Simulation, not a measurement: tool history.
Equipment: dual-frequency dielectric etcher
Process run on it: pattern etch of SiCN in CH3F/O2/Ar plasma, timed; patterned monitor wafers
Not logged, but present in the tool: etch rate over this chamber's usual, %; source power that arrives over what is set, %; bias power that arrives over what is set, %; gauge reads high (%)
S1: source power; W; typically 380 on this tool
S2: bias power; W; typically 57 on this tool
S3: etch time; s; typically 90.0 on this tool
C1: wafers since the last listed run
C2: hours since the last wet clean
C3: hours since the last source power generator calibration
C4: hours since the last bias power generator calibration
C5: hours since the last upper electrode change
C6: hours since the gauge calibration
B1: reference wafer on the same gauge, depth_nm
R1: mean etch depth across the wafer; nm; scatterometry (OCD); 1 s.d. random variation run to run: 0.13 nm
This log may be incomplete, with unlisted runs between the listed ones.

run 1 hour=0.0 | S1=380 S2=57 S3=90.0 | C1=0 C2=591.4 C3=2320.3 C4=3046.1 C5=666.9 C6=909.5 | B1=30.78 | R1=33.93
-- hour=39.1 wet clean of the chamber
run 2 hour=90.4 | S1=380 S2=57 S3=90.0 | C1=654 C2=51.3 C3=2410.7 C4=3136.5 C5=757.3 C6=999.9 | B1=30.76 | R1=32.69
run 3 hour=180.8 | S1=380 S2=50 S3=90.0 | C1=890 C2=141.7 C3=2501.1 C4=3226.9 C5=847.7 C6=1090.3 | B1=30.74 | R1=31.51
run 4 hour=287.0 | S1=380 S2=50 S3=90.0 | C1=1046 C2=247.9 C3=2607.3 C4=3333.1 C5=953.9 C6=1196.5 | B1=30.84 | R1=31.76
run 5 hour=328.6 | S1=380 S2=50 S3=90.0 | C1=409 C2=289.5 C3=2648.9 C4=3374.7 C5=995.5 C6=1238.1 | B1=30.80 | R1=31.81
run 6 hour=414.9 | S1=380 S2=57 S3=90.0 | C1=850 C2=375.8 C3=2735.2 C4=3461.0 C5=1081.8 C6=1324.4 | B1=30.81 | R1=33.89
run 7 hour=510.8 | S1=380 S2=57 S3=90.0 | C1=944 C2=471.7 C3=2831.1 C4=3556.9 C5=1177.7 C6=1420.3 | B1=30.79 | R1=33.78
run 8 hour=576.0 | S1=380 S2=57 S3=73.5 | C1=642 C2=536.9 C3=2896.3 C4=3622.1 C5=1242.9 C6=1485.5 | B1=30.83 | R1=27.97
run 9 hour=623.3 | S1=380 S2=57 S3=73.5 | C1=466 C2=584.2 C3=2943.6 C4=3669.4 C5=1290.2 C6=1532.8 | B1=30.86 | R1=27.95
run 10 hour=660.1 | S1=380 S2=57 S3=73.5 | C1=362 C2=621.0 C3=2980.4 C4=3706.2 C5=1327.0 C6=1569.6 | B1=30.86 | R1=28.16
-- hour=710.4 wet clean of the chamber
run 11 hour=710.9 | S1=380 S2=57 S3=90.0 | C1=264 C2=0.5 C3=3031.2 C4=3757.0 C5=1377.8 C6=1620.4 | B1=30.76 | R1=32.31
run 12 hour=800.7 | S1=380 S2=57 S3=71.5 | C1=884 C2=90.3 C3=3121.0 C4=3846.8 C5=1467.6 C6=1710.2 | B1=30.78 | R1=26.11
run 13 hour=864.0 | S1=380 S2=57 S3=71.5 | C1=623 C2=153.6 C3=3184.3 C4=3910.1 C5=1530.9 C6=1773.5 | B1=30.79 | R1=26.16
run 14 hour=1112.6 | S1=380 S2=64 S3=71.5 | C1=2449 C2=402.2 C3=3432.9 C4=4158.7 C5=1779.5 C6=2022.1 | B1=30.83 | R1=27.92
run 15 hour=1211.4 | S1=380 S2=62 S3=105.0 | C1=973 C2=501.0 C3=3531.7 C4=4257.5 C5=1878.3 C6=2120.9 | B1=30.80 | R1=40.71
run 16 hour=1273.3 | S1=330 S2=57 S3=90.0 | C1=609 C2=562.9 C3=3593.6 C4=4319.4 C5=1940.2 C6=2182.8 | B1=30.80 | R1=32.76
-- hour=1329.6 source power generator calibrated
-- hour=1359.1 upper electrode replaced
-- hour=1377.0 wet clean of the chamber
run 17 hour=1377.5 | S1=430 S2=69 S3=90.0 | C1=574 C2=0.5 C3=47.9 C4=4423.6 C5=18.4 C6=2287.0 | B1=30.78 | R1=36.09
-- hour=1395.1 gauge calibrated
run 18 hour=1431.1 | S1=410 S2=61 S3=90.0 | C1=528 C2=54.1 C3=101.5 C4=4477.2 C5=72.0 C6=36.0 | B1=30.75 | R1=34.25
-- hour=1467.0 bias power generator calibrated
run 19 hour=1469.7 | S1=470 S2=48 S3=100.0 | C1=340 C2=92.7 C3=140.1 C4=2.7 C5=110.6 C6=74.6 | B1=30.80 | R1=36.74
run 20 hour=1516.7 | S1=380 S2=57 S3=90.0 | C1=463 C2=139.7 C3=187.1 C4=49.7 C5=157.6 C6=121.6 | B1=30.83 | R1=32.86
run 21 hour=1611.5 | S1=380 S2=57 S3=90.0 | C1=934 C2=234.5 C3=281.9 C4=144.5 C5=252.4 C6=216.4 | B1=30.78 | R1=33.15
run 22 hour=1694.0 | S1=380 S2=57 S3=90.0 | C1=812 C2=317.0 C3=364.4 C4=227.0 C5=334.9 C6=298.9 | B1=30.77 | R1=33.42
run 23 hour=1732.7 | S1=380 S2=65 S3=90.0 | C1=381 C2=355.7 C3=403.1 C4=265.7 C5=373.6 C6=337.6 | B1=30.82 | R1=35.05
run 24 hour=1824.6 | S1=380 S2=57 S3=90.0 | C1=905 C2=447.6 C3=495.0 C4=357.6 C5=465.5 C6=429.5 | B1=30.78 | R1=33.97
run 25 hour=1897.4 | S1=380 S2=57 S3=90.0 | C1=717 C2=520.4 C3=567.8 C4=430.4 C5=538.3 C6=502.3 | B1=30.81 | R1=33.92
-- hour=1977.5 wet clean of the chamber
run 26 hour=1979.2 | S1=480 S2=65 S3=90.0 | C1=569 C2=1.7 C3=649.6 C4=512.2 C5=620.1 C6=584.1 | B1=30.76 | R1=36.13
run 27 hour=2060.3 | S1=450 S2=57 S3=90.0 | C1=799 C2=82.8 C3=730.7 C4=593.3 C5=701.2 C6=665.2 | B1=30.81 | R1=34.11

Consider 5 possible next runs. They are alternatives, not a sequence: every one starts from the tool as it was left by run 27. What does each give?
run A hour=2060.7 | S1=380 S2=52 S3=90.0 | C1=3 C2=83.2 C3=731.1 C4=593.7 C5=701.6 C6=665.6 | B1=? | R1=?
run B hour=2060.7 | S1=380 S2=48 S3=90.0 | C1=3 C2=83.2 C3=731.1 C4=593.7 C5=701.6 C6=665.6 | B1=? | R1=?
run C hour=2060.7 | S1=440 S2=68 S3=74.5 | C1=3 C2=83.2 C3=731.1 C4=593.7 C5=701.6 C6=665.6 | B1=? | R1=?
run D hour=2060.7 | S1=290 S2=57 S3=90.0 | C1=3 C2=83.2 C3=731.1 C4=593.7 C5=701.6 C6=665.6 | B1=? | R1=?
run E hour=2060.7 | S1=410 S2=65 S3=112.5 | C1=3 C2=83.2 C3=731.1 C4=593.7 C5=701.6 C6=665.6 | B1=? | R1=?

run=A B1=30.81 R1=31.50
run=B B1=30.81 R1=30.69
run=C B1=30.81 R1=29.78
run=D B1=30.81 R1=30.13
run=E B1=30.81 R1=43.38
Without the tool's hidden state the same runs would have given:
run=A R1=31.44
run=B R1=30.64
run=C R1=29.73
run=D R1=30.08
run=E R1=43.30

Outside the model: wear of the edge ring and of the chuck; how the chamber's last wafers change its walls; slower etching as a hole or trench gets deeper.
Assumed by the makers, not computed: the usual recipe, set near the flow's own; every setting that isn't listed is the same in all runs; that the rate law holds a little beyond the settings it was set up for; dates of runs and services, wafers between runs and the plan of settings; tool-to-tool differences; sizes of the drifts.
